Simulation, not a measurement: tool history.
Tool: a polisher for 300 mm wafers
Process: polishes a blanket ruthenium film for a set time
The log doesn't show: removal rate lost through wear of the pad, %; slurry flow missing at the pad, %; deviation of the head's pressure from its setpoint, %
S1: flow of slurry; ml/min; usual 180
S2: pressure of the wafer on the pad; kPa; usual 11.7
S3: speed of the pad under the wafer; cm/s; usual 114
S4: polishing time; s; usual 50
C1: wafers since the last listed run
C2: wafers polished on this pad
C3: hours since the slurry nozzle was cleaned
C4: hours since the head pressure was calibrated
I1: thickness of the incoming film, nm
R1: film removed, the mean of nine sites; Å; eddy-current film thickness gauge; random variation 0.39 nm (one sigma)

{"run": 1, "day": 0.0, "S1": 180, "S2": 14.5, "S3": 114, "S4": 50, "C1": 0, "C2": 2500, "C3": 437.4, "C4": 66.0, "I1": 281.1, "R1": 533}
{"run": 2, "day": 1.929, "S1": 180, "S2": 14.5, "S3": 114, "S4": 50, "C1": 369, "C2": 2870, "C3": 483.7, "C4": 112.3, "I1": 278.2, "R1": 518}
{"run": 3, "day": 4.679, "S1": 180, "S2": 11.7, "S3": 114, "S4": 50, "C1": 527, "C2": 3397, "C3": 549.7, "C4": 178.3, "I1": 284.0, "R1": 409}
{"run": 4, "day": 7.604, "S1": 180, "S2": 11.7, "S3": 114, "S4": 50, "C1": 560, "C2": 3958, "C3": 619.9, "C4": 248.5, "I1": 280.0, "R1": 403}
{"day": 8.604, "done": "worn pad replaced by a new one"}
{"run": 5, "day": 10.204, "S1": 180, "S2": 11.7, "S3": 114, "S4": 50, "C1": 466, "C2": 306, "C3": 682.3, "C4": 310.9, "I1": 278.6, "R1": 444}
{"run": 6, "day": 11.475, "S1": 180, "S2": 11.7, "S3": 114, "S4": 50, "C1": 243, "C2": 550, "C3": 712.8, "C4": 341.4, "I1": 284.4, "R1": 445}
{"run": 7, "day": 12.562, "S1": 180, "S2": 11.7, "S3": 114, "S4": 50, "C1": 208, "C2": 758, "C3": 738.9, "C4": 367.5, "I1": 277.9, "R1": 439}
{"day": 14.042, "done": "slurry nozzle cleaned"}
{"run": 8, "day": 15.125, "S1": 180, "S2": 11.7, "S3": 114, "S4": 50, "C1": 483, "C2": 1242, "C3": 26.0, "C4": 429.0, "I1": 280.5, "R1": 429}
{"run": 9, "day": 17.046, "S1": 180, "S2": 11.7, "S3": 114, "S4": 50, "C1": 368, "C2": 1610, "C3": 72.1, "C4": 475.1, "I1": 275.6, "R1": 427}
{"run": 10, "day": 19.617, "S1": 180, "S2": 11.7, "S3": 114, "S4": 50, "C1": 493, "C2": 2103, "C3": 133.8, "C4": 536.8, "I1": 281.1, "R1": 417}
{"run": 11, "day": 20.688, "S1": 160, "S2": 10.3, "S3": 114, "S4": 50, "C1": 205, "C2": 2309, "C3": 159.5, "C4": 562.5, "I1": 281.2, "R1": 354}
{"run": 12, "day": 21.717, "S1": 180, "S2": 11.7, "S3": 114, "S4": 50, "C1": 197, "C2": 2506, "C3": 184.2, "C4": 587.2, "I1": 279.8, "R1": 409}
{"run": 13, "day": 23.1, "S1": 180, "S2": 11.7, "S3": 114, "S4": 50, "C1": 265, "C2": 2771, "C3": 217.4, "C4": 620.4, "I1": 274.2, "R1": 407}
{"day": 25.346, "done": "worn pad replaced by a new one"}
{"run": 14, "day": 25.571, "S1": 230, "S2": 11.7, "S3": 76, "S4": 63, "C1": 441, "C2": 42, "C3": 276.7, "C4": 679.7, "I1": 283.4, "R1": 386}
{"run": 15, "day": 27.5, "S1": 180, "S2": 14.5, "S3": 100, "S4": 50, "C1": 369, "C2": 412, "C3": 323.0, "C4": 726.0, "I1": 282.6, "R1": 471}
{"run": 16, "day": 35.946, "S1": 180, "S2": 13.8, "S3": 84, "S4": 50, "C1": 1619, "C2": 2032, "C3": 525.7, "C4": 928.7, "I1": 279.5, "R1": 351}
{"run": 17, "day": 37.796, "S1": 180, "S2": 11.7, "S3": 114, "S4": 50, "C1": 354, "C2": 2387, "C3": 570.1, "C4": 973.1, "I1": 280.1, "R1": 385}
{"run": 18, "day": 39.504, "S1": 180, "S2": 9.0, "S3": 114, "S4": 55, "C1": 327, "C2": 2714, "C3": 611.1, "C4": 1014.1, "I1": 280.2, "R1": 318}
{"day": 39.883, "done": "head pressure recalibrated"}
{"run": 19, "day": 40.625, "S1": 180, "S2": 11.7, "S3": 114, "S4": 50, "C1": 198, "C2": 2913, "C3": 638.0, "C4": 17.8, "I1": 277.4, "R1": 407}
{"run": 20, "day": 42.975, "S1": 180, "S2": 7.6, "S3": 114, "S4": 50, "C1": 450, "C2": 3364, "C3": 694.4, "C4": 74.2, "I1": 280.9, "R1": 256}
{"day": 43.942, "done": "worn pad replaced by a new one"}
{"run": 21, "day": 44.108, "S1": 195, "S2": 8.3, "S3": 148, "S4": 65, "C1": 185, "C2": 31, "C3": 721.6, "C4": 101.4, "I1": 284.0, "R1": 527}
{"day": 44.271, "done": "slurry nozzle cleaned"}
{"run": 22, "day": 45.888, "S1": 210, "S2": 10.3, "S3": 84, "S4": 40, "C1": 333, "C2": 365, "C3": 38.8, "C4": 144.1, "I1": 280.3, "R1": 244}
{"run": 23, "day": 48.038, "S1": 225, "S2": 11.7, "S3": 80, "S4": 36, "C1": 412, "C2": 777, "C3": 90.4, "C4": 195.7, "I1": 277.3, "R1": 233}
{"run": 24, "day": 49.412, "S1": 140, "S2": 8.3, "S3": 78, "S4": 37, "C1": 263, "C2": 1041, "C3": 123.4, "C4": 228.7, "I1": 276.1, "R1": 156}
{"run": 25, "day": 51.5, "S1": 180, "S2": 11.7, "S3": 114, "S4": 50, "C1": 400, "C2": 1441, "C3": 173.5, "C4": 278.8, "I1": 282.0, "R1": 428}
{"run": 26, "day": 53.192, "S1": 180, "S2": 11.7, "S3": 114, "S4": 50, "C1": 324, "C2": 1765, "C3": 214.1, "C4": 319.4, "I1": 280.4, "R1": 414}

Forecast run 27:
{"run": 27, "day": 54.838, "S1": 180, "S2": 11.7, "S3": 114, "S4": 50, "C1": 315, "C2": 2081, "C3": 253.6, "C4": 358.9, "I1": 283.9, "R1": "?"}

R1: 415 Å
Without the tool's hidden state the same run would have given R1 451 Å.
